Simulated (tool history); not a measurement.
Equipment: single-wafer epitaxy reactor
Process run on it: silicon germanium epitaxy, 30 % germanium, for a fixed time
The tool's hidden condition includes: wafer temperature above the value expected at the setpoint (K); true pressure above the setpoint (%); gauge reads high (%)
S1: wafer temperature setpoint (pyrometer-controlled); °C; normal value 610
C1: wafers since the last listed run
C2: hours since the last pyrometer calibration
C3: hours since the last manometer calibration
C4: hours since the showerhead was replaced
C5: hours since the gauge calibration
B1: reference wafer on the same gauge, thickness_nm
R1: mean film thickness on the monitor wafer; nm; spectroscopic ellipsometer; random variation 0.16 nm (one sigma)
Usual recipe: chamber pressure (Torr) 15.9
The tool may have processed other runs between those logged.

run 1 hour=0.0 | S1=600 chamber_pressure_(Torr)=13.1 | C1=0 C2=2054.0 C3=832.7 C4=7020.3 C5=78.7 | B1=52.380 | R1=51.112
run 2 hour=14.1 | S1=600 chamber_pressure_(Torr)=13.1 | C1=313 C2=2068.1 C3=846.8 C4=7034.4 C5=92.8 | B1=52.403 | R1=50.989
run 3 hour=28.3 | S1=600 chamber_pressure_(Torr)=13.1 | C1=315 C2=2082.3 C3=861.0 C4=7048.6 C5=107.0 | B1=52.368 | R1=50.998
run 4 hour=66.6 | S1=610 chamber_pressure_(Torr)=15.9 | C1=851 C2=2120.6 C3=899.3 C4=7086.9 C5=145.3 | B1=52.398 | R1=64.177
run 5 hour=81.6 | S1=610 chamber_pressure_(Torr)=15.9 | C1=333 C2=2135.6 C3=914.3 C4=7101.9 C5=160.3 | B1=52.397 | R1=64.392
run 6 hour=88.4 | S1=610 chamber_pressure_(Torr)=15.9 | C1=151 C2=2142.4 C3=921.1 C4=7108.7 C5=167.1 | B1=52.406 | R1=64.036
run 7 hour=104.8 | S1=610 chamber_pressure_(Torr)=15.9 | C1=364 C2=2158.8 C3=937.5 C4=7125.1 C5=183.5 | B1=52.397 | R1=64.162
run 8 hour=112.4 | S1=618 chamber_pressure_(Torr)=15.9 | C1=168 C2=2166.4 C3=945.1 C4=7132.7 C5=191.1 | B1=52.382 | R1=73.760
run 9 hour=127.7 | S1=610 chamber_pressure_(Torr)=18.7 | C1=340 C2=2181.7 C3=960.4 C4=7148.0 C5=206.4 | B1=52.399 | R1=66.626
-- hour=138.1 pyrometer calibrated
-- hour=140.0 capacitance manometer re-zeroed and calibrated
run 10 hour=141.9 | S1=610 chamber_pressure_(Torr)=18.7 | C1=94 C2=3.8 C3=1.9 C4=7162.2 C5=220.6 | B1=52.394 | R1=66.812
run 11 hour=153.2 | S1=610 chamber_pressure_(Torr)=17.0 | C1=251 C2=15.1 C3=13.2 C4=7173.5 C5=231.9 | B1=52.448 | R1=65.081
run 12 hour=160.6 | S1=610 chamber_pressure_(Torr)=15.9 | C1=164 C2=22.5 C3=20.6 C4=7180.9 C5=239.3 | B1=52.407 | R1=63.805
run 13 hour=175.5 | S1=610 chamber_pressure_(Torr)=15.9 | C1=331 C2=37.4 C3=35.5 C4=7195.8 C5=254.2 | B1=52.386 | R1=63.936
run 14 hour=190.6 | S1=610 chamber_pressure_(Torr)=15.9 | C1=335 C2=52.5 C3=50.6 C4=7210.9 C5=269.3 | B1=52.405 | R1=64.386
run 15 hour=199.3 | S1=610 chamber_pressure_(Torr)=15.9 | C1=193 C2=61.2 C3=59.3 C4=7219.6 C5=278.0 | B1=52.381 | R1=63.911
-- hour=206.8 gauge calibrated
run 16 hour=213.4 | S1=597 chamber_pressure_(Torr)=14.3 | C1=313 C2=75.3 C3=73.4 C4=7233.7 C5=6.6 | B1=52.385 | R1=48.996
run 17 hour=223.2 | S1=620 chamber_pressure_(Torr)=17.9 | C1=217 C2=85.1 C3=83.2 C4=7243.5 C5=16.4 | B1=52.404 | R1=78.775
-- hour=231.3 showerhead replaced
run 18 hour=234.2 | S1=610 chamber_pressure_(Torr)=15.9 | C1=66 C2=96.1 C3=94.2 C4=2.9 C5=27.4 | B1=52.404 | R1=63.918
run 19 hour=241.5 | S1=610 chamber_pressure_(Torr)=15.9 | C1=162 C2=103.4 C3=101.5 C4=10.2 C5=34.7 | B1=52.383 | R1=64.009
run 20 hour=252.0 | S1=610 chamber_pressure_(Torr)=12.9 | C1=233 C2=113.9 C3=112.0 C4=20.7 C5=45.2 | B1=52.368 | R1=60.940
run 21 hour=268.8 | S1=602 chamber_pressure_(Torr)=16.9 | C1=373 C2=130.7 C3=128.8 C4=37.5 C5=62.0 | B1=52.388 | R1=56.178
run 22 hour=283.0 | S1=610 chamber_pressure_(Torr)=15.9 | C1=315 C2=144.9 C3=143.0 C4=51.7 C5=76.2 | B1=52.413 | R1=63.824
run 23 hour=300.3 | S1=597 chamber_pressure_(Torr)=17.6 | C1=384 C2=162.2 C3=160.3 C4=69.0 C5=93.5 | B1=52.421 | R1=51.752
run 24 hour=307.7 | S1=606 chamber_pressure_(Torr)=15.9 | C1=164 C2=169.6 C3=167.7 C4=76.4 C5=100.9 | B1=52.417 | R1=59.762
run 25 hour=319.9 | S1=610 chamber_pressure_(Torr)=15.9 | C1=271 C2=181.8 C3=179.9 C4=88.6 C5=113.1 | B1=52.417 | R1=64.245
run 26 hour=334.1 | S1=620 chamber_pressure_(Torr)=19.7 | C1=315 C2=196.0 C3=194.1 C4=102.8 C5=127.3 | B1=52.386 | R1=81.103
run 27 hour=343.1 | S1=610 chamber_pressure_(Torr)=15.9 | C1=200 C2=205.0 C3=203.1 C4=111.8 C5=136.3 | B1=52.388 | R1=64.125
run 28 hour=359.0 | S1=610 chamber_pressure_(Torr)=18.0 | C1=353 C2=220.9 C3=219.0 C4=127.7 C5=152.2 | B1=52.404 | R1=65.931
run 29 hour=367.6 | S1=610 chamber_pressure_(Torr)=15.9 | C1=191 C2=229.5 C3=227.6 C4=136.3 C5=160.8 | B1=52.413 | R1=64.372
run 30 hour=382.2 | S1=623 chamber_pressure_(Torr)=18.5 | C1=324 C2=244.1 C3=242.2 C4=150.9 C5=175.4 | B1=52.384 | R1=83.536

4 ways to go on from here, each from the tool as it stands after run 30. What would each give?
run A hour=382.6 | S1=610 chamber_pressure_(Torr)=19.1 | C1=8 C2=244.5 C3=242.6 C4=151.3 C5=175.8 | B1=? | R1=?
run B hour=382.6 | S1=604 chamber_pressure_(Torr)=15.9 | C1=8 C2=244.5 C3=242.6 C4=151.3 C5=175.8 | B1=? | R1=?
run C hour=382.6 | S1=599 chamber_pressure_(Torr)=18.2 | C1=8 C2=244.5 C3=242.6 C4=151.3 C5=175.8 | B1=? | R1=?
run D hour=382.6 | S1=621 chamber_pressure_(Torr)=16.9 | C1=8 C2=244.5 C3=242.6 C4=151.3 C5=175.8 | B1=? | R1=?

run=A B1=52.404 R1=67.198
run=B B1=52.404 R1=57.599
run=C B1=52.404 R1=54.329
run=D B1=52.404 R1=79.221
What these runs would have given with no unlogged condition in the tool:
run=A R1=67.198
run=B R1=57.599
run=C R1=54.329
run=D R1=79.221

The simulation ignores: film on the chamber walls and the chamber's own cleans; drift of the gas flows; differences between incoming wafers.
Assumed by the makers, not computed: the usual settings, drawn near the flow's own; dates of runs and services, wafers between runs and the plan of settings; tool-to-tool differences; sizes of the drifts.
